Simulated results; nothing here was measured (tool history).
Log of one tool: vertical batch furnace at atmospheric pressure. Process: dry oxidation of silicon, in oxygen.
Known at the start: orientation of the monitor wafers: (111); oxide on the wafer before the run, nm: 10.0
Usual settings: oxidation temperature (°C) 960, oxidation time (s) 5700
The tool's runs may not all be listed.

| run | hour | oxidation temperature (°C) | oxidation time (s) | wafers since the last listed run | hours since the last temperature calibration | hours since the boat lift was adjusted | hours since the gauge calibration | read-back reference wafer on the same gauge, thickness | oxide thickness on the monitor wafer (nm) |
|---|---|---|---|---|---|---|---|---|---|
| 1 | 0.0 | 945 | 7890 | 0 | 2733.8 | 4982.2 | 55.8 | 69.08 | 76.16 |
| 2 | 34.6 | 945 | 7890 | 479 | 2768.4 | 5016.8 | 90.4 | 69.11 | 76.31 |
| 3 | 49.3 | 965 | 5700 | 203 | 2783.1 | 5031.5 | 105.1 | 69.08 | 71.67 |
| 4 | 108.7 | 960 | 5700 | 822 | 2842.5 | 5090.9 | 164.5 | 69.10 | 69.53 |
| 5 | 137.2 | 960 | 5700 | 394 | 2871.0 | 5119.4 | 193.0 | 69.09 | 69.33 |
| 6 | 160.2 | 960 | 5700 | 318 | 2894.0 | 5142.4 | 216.0 | 69.12 | 69.56 |
| 7 | 190.1 | 951 | 7950 | 414 | 2923.9 | 5172.3 | 245.9 | 69.05 | 80.47 |
| 8 | 224.0 | 951 | 7950 | 469 | 2957.8 | 5206.2 | 279.8 | 69.12 | 80.79 |
| 9 | 256.1 | 960 | 5700 | 444 | 2989.9 | 5238.3 | 311.9 | 69.10 | 69.60 |
| 10 | 282.0 | 960 | 5700 | 358 | 3015.8 | 5264.2 | 337.8 | 69.07 | 69.66 |
|  | 332.6 | thermocouples replaced and temperature profile calibrated |
|  | 337.6 | boat lift adjusted |
| 11 | 338.1 | 960 | 6810 | 374 | 5.5 | 0.5 | 393.9 | 69.08 | 75.53 |
| 12 | 343.2 | 960 | 6810 | 70 | 10.6 | 5.6 | 399.0 | 69.11 | 75.26 |
|  | 345.3 | gauge calibrated |
| 13 | 356.4 | 960 | 7470 | 182 | 23.8 | 18.8 | 11.1 | 69.09 | 79.61 |
| 14 | 379.0 | 951 | 7950 | 313 | 46.4 | 41.4 | 33.7 | 69.12 | 77.61 |
| 15 | 403.8 | 938 | 8160 | 343 | 71.2 | 66.2 | 58.5 | 69.12 | 71.67 |
| 16 | 433.7 | 948 | 3210 | 414 | 101.1 | 96.1 | 88.4 | 69.08 | 42.84 |
| 17 | 455.0 | 935 | 8310 | 295 | 122.4 | 117.4 | 109.7 | 69.09 | 70.86 |
| 18 | 480.0 | 952 | 3000 | 346 | 147.4 | 142.4 | 134.7 | 69.09 | 42.34 |
| 19 | 496.0 | 968 | 8040 | 221 | 163.4 | 158.4 | 150.7 | 69.09 | 88.38 |
| 20 | 508.4 | 976 | 7800 | 171 | 175.8 | 170.8 | 163.1 | 69.11 | 92.15 |
| 21 | 526.3 | 951 | 7950 | 247 | 193.7 | 188.7 | 181.0 | 69.07 | 77.61 |
| 22 | 559.1 | 960 | 5700 | 454 | 226.5 | 221.5 | 213.8 | 69.05 | 67.17 |
| 23 | 576.4 | 960 | 5700 | 239 | 243.8 | 238.8 | 231.1 | 69.12 | 67.19 |
| 24 | 649.6 | 960 | 5700 | 1013 | 317.0 | 312.0 | 304.3 | 69.13 | 67.29 |

3 ways to go on from here, each from the tool as it stands after run 24. What would each give?
| A | 654.8 | 960 | 3870 | 72 | 322.2 | 317.2 | 309.5 | ? | ? |
| B | 654.8 | 977 | 5700 | 72 | 322.2 | 317.2 | 309.5 | ? | ? |
| C | 654.8 | 973 | 5700 | 72 | 322.2 | 317.2 | 309.5 | ? | ? |

| run | read-back reference wafer on the same gauge, thickness | oxide thickness on the monitor wafer (nm) |
|---|---|---|
| A | 69.13 | 52.43 |
| B | 69.13 | 75.78 |
| C | 69.13 | 73.66 |
Without the tool's hidden state the same runs would have given:
| run | oxide thickness on the monitor wafer (nm) |
|---|---|
| A | 52.23 |
| B | 75.50 |
| C | 73.38 |
